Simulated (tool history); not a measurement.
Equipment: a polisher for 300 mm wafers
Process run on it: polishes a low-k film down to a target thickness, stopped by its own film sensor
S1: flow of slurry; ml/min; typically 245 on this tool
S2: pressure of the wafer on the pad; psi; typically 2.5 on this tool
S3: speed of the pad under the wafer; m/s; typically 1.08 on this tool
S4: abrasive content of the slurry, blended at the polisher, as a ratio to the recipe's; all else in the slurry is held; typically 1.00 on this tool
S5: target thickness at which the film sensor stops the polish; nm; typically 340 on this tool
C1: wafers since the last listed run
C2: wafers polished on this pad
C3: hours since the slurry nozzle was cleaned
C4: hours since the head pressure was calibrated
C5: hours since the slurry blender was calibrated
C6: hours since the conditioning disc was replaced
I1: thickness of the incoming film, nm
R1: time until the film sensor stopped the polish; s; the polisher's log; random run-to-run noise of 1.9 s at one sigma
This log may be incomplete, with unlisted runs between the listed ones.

run 1 hour=0.0 | S1=245 S2=2.5 S3=1.08 S4=1.00 S5=340 | C1=0 C2=694 C3=167.4 C4=565.3 C5=167.8 C6=106.1 | I1=378.6 | R1=97.5
-- hour=5.3 worn pad replaced by a new one
run 2 hour=13.8 | S1=245 S2=2.5 S3=1.08 S4=1.00 S5=340 | C1=92 C2=80 C3=181.2 C4=579.1 C5=181.6 C6=119.9 | I1=375.9 | R1=90.6
run 3 hour=43.7 | S1=245 S2=2.5 S3=1.08 S4=1.00 S5=335 | C1=283 C2=363 C3=211.1 C4=609.0 C5=211.5 C6=149.8 | I1=383.2 | R1=126.2
run 4 hour=67.8 | S1=245 S2=2.7 S3=1.08 S4=1.00 S5=340 | C1=228 C2=592 C3=235.2 C4=633.1 C5=235.6 C6=173.9 | I1=381.5 | R1=104.8
-- hour=79.8 worn pad replaced by a new one
run 5 hour=100.8 | S1=245 S2=2.7 S3=1.08 S4=1.00 S5=340 | C1=275 C2=198 C3=268.2 C4=666.1 C5=268.6 C6=206.9 | I1=375.7 | R1=95.4
run 6 hour=122.7 | S1=245 S2=2.5 S3=1.20 S4=1.00 S5=340 | C1=207 C2=406 C3=290.1 C4=688.0 C5=290.5 C6=228.8 | I1=383.1 | R1=111.0
-- hour=128.5 slurry blender recalibrated
-- hour=152.0 worn pad replaced by a new one
run 7 hour=156.6 | S1=245 S2=2.5 S3=1.08 S4=1.00 S5=340 | C1=264 C2=43 C3=324.0 C4=721.9 C5=28.1 C6=262.7 | I1=387.9 | R1=113.5
run 8 hour=173.5 | S1=245 S2=3.3 S3=0.72 S4=0.75 S5=332 | C1=160 C2=204 C3=340.9 C4=738.8 C5=45.0 C6=279.6 | I1=378.1 | R1=152.4
-- hour=190.0 slurry nozzle cleaned
-- hour=193.0 head pressure recalibrated
run 9 hour=206.5 | S1=270 S2=2.5 S3=1.08 S4=1.15 S5=340 | C1=284 C2=488 C3=16.5 C4=13.5 C5=78.0 C6=312.6 | I1=384.9 | R1=101.0
-- hour=208.6 conditioning disc replaced and pad reconditioned
-- hour=221.5 worn pad replaced by a new one
run 10 hour=222.0 | S1=245 S2=2.1 S3=0.76 S4=1.00 S5=340 | C1=90 C2=4 C3=32.0 C4=29.0 C5=93.5 C6=13.4 | I1=375.9 | R1=141.0
run 11 hour=244.5 | S1=245 S2=2.5 S3=1.08 S4=1.00 S5=340 | C1=213 C2=217 C3=54.5 C4=51.5 C5=116.0 C6=35.9 | I1=385.1 | R1=114.9
run 12 hour=275.1 | S1=245 S2=1.7 S3=1.08 S4=1.00 S5=340 | C1=290 C2=508 C3=85.1 C4=82.1 C5=146.6 C6=66.5 | I1=372.4 | R1=124.5
-- hour=295.9 worn pad replaced by a new one
run 13 hour=310.5 | S1=210 S2=1.7 S3=0.86 S4=1.00 S5=331 | C1=297 C2=138 C3=120.5 C4=117.5 C5=182.0 C6=101.9 | I1=386.3 | R1=257.5
run 14 hour=340.0 | S1=245 S2=2.2 S3=1.08 S4=1.00 S5=340 | C1=279 C2=417 C3=150.0 C4=147.0 C5=211.5 C6=131.4 | I1=378.9 | R1=117.6
run 15 hour=354.0 | S1=245 S2=2.5 S3=1.08 S4=1.20 S5=340 | C1=132 C2=550 C3=164.0 C4=161.0 C5=225.5 C6=145.4 | I1=381.9 | R1=96.3

Branching from run 15: 5 alternative next runs. What would each branch give?
run A hour=354.4 | S1=245 S2=2.5 S3=1.08 S4=1.00 S5=340 | C1=3 C2=554 C3=164.4 C4=161.4 C5=225.9 C6=145.8 | I1=382.5 | R1=?
run B hour=354.4 | S1=175 S2=2.5 S3=0.88 S4=1.30 S5=349 | C1=3 C2=554 C3=164.4 C4=161.4 C5=225.9 C6=145.8 | I1=382.5 | R1=?
run C hour=354.4 | S1=245 S2=2.5 S3=1.08 S4=1.00 S5=328 | C1=3 C2=554 C3=164.4 C4=161.4 C5=225.9 C6=145.8 | I1=382.5 | R1=?
run D hour=354.4 | S1=245 S2=2.5 S3=0.70 S4=1.00 S5=333 | C1=3 C2=554 C3=164.4 C4=161.4 C5=225.9 C6=145.8 | I1=382.5 | R1=?
run E hour=354.4 | S1=245 S2=3.3 S3=1.08 S4=0.75 S5=350 | C1=3 C2=554 C3=164.4 C4=161.4 C5=225.9 C6=145.8 | I1=382.5 | R1=?

run=A R1=112.5
run=B R1=94.3
run=C R1=144.3
run=D R1=185.4
run=E R1=80.6
What these runs would have given with no unlogged condition in the tool:
run=A R1=100.8
run=B R1=86.0
run=C R1=129.3
run=D R1=166.1
run=E R1=70.7

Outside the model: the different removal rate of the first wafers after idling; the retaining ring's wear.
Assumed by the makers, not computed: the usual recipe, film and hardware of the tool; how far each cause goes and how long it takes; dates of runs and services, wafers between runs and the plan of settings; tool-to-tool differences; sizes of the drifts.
